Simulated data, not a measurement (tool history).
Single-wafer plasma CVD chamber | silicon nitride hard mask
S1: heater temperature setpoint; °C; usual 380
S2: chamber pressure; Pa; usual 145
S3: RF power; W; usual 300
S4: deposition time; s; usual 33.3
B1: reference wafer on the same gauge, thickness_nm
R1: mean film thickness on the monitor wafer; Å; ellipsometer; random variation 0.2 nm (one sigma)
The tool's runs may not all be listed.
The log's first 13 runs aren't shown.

Run 14, hour 289.2: usual settings; B1 28.958. Result: R1 333.4 Å.
Run 15, hour 312.5: usual settings but S4 38.8 s; B1 28.911. Result: R1 390.22 Å.
At hour 340: showerhead replaced.
Run 16, hour 345.6: usual settings but S2 171 Pa, S4 37.8 s; B1 28.781. Result: R1 398.26 Å.
Run 17, hour 372.7: usual settings but S1 388 °C, S2 116 Pa; B1 28.77. Result: R1 305.34 Å.
Run 18, hour 394.5: usual settings but S1 365 °C, S4 36.2 s; B1 28.802. Result: R1 364.46 Å.
At hour 435.8: RF generator calibrated.
Run 19, hour 436.3: usual settings but S1 386 °C, S2 123 Pa; B1 28.693. Result: R1 315.02 Å.
Run 20, hour 442.5: usual settings but S3 360 W, S4 38 s; B1 28.664. Result: R1 408.38 Å.
Run 21, hour 473.5: usual settings; B1 28.523. Result: R1 332.24 Å.
Run 22, hour 485.6: usual settings; B1 28.557. Result: R1 327.59 Å.
Run 23, hour 497.8: usual settings but S1 373 °C, S2 175 Pa, S3 335 W; B1 28.557. Result: R1 366.71 Å.
Run 24, hour 527.5: usual settings but S3 255 W, S4 26.9 s; B1 28.494. Result: R1 250.48 Å.
At hour 542.3: gauge calibrated.
Run 25, hour 555: usual settings but S1 365 °C, S2 124 Pa, S3 335 W, S4 37 s; B1 29.097. Result: R1 374.52 Å.
Run 26, hour 581.1: usual settings but S1 370 °C; B1 28.985. Result: R1 336.82 Å.
Run 27, hour 616: usual settings but S1 373 °C, S4 28.9 s; B1 29.036. Result: R1 292.28 Å.
Run 28, hour 648.2: usual settings but S1 388 °C, S2 109 Pa; B1 28.999. Result: R1 306.47 Å.
Run 29, hour 661.5: usual settings; B1 29.008. Result: R1 338.21 Å.
Run 30, hour 697.1: usual settings; B1 29.002. Result: R1 337.98 Å.

3 ways to go on from here, each from the tool as it stands after run 30. What would each give?
Run A, hour 697.5: usual settings; B1 ?. Result: R1 ?.
Run B, hour 697.5: usual settings but S3 330 W; B1 ?. Result: R1 ?.
Run C, hour 697.5: usual settings but S1 385 °C, S3 345 W; B1 ?. Result: R1 ?.

run      B1      R1
  A  28.986  336.67
  B  28.986  348.97
  C  28.986  354.19
Without the tool's hidden state the same runs would have given:
run      R1
  A  338.07
  B  350.42
  C  355.66
